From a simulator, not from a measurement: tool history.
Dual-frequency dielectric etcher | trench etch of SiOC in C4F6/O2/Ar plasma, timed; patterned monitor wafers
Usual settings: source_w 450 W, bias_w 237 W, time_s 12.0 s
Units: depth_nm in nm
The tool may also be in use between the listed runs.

run	day	source_w	bias_w	time_s	wafers since the last listed run	hours since the last wet clean	hours since the last source power generator calibration	hours since the last bias power generator calibration	hours since the last upper electrode change	hours since the gauge calibration	read-back reference wafer on the same gauge, depth_nm	depth_nm
1	0.000	450	237	12.0	0	333.7	1420.5	2303.6	2311.8	689.9	33.12	27.93
# day 0.792: gauge calibrated
2	2.821	450	237	12.0	1616	401.4	1488.2	2371.3	2379.5	48.7	33.08	27.93
3	4.554	450	237	12.0	993	443.0	1529.8	2412.9	2421.1	90.3	33.10	27.94
# day 6.792: wet clean of the chamber
4	7.954	450	237	12.0	1375	27.9	1611.4	2494.5	2502.7	171.9	33.09	27.80
5	10.871	450	237	12.0	1671	97.9	1681.4	2564.5	2572.7	241.9	33.08	28.02
6	13.783	450	237	12.0	1669	167.8	1751.3	2634.4	2642.6	311.8	33.14	27.96
7	15.633	450	237	12.0	1060	212.2	1795.7	2678.8	2687.0	356.2	33.11	27.88
# day 17.746: upper electrode replaced
# day 18.812: bias power generator calibrated
8	19.792	560	237	8.5	1714	312.0	1895.5	23.5	49.1	456.0	33.14	21.59
9	23.562	500	208	12.0	2161	402.5	1986.0	114.0	139.6	546.5	33.10	27.32
# day 26.492: source power generator calibrated
# day 26.671: wet clean of the chamber
10	28.017	450	237	12.0	2354	32.3	36.6	220.9	246.5	653.4	33.11	27.78

Forecast run 11:
# day 31.200: gauge calibrated
11	31.312	450	186	14.5	1889	111.4	115.7	300.0	325.6	2.7	?	?

Run 11 gave read-back reference wafer on the same gauge, depth_nm 33.10, depth_nm 29.48 nm.
Without the tool's hidden state the same run would have given depth_nm 29.48 nm.
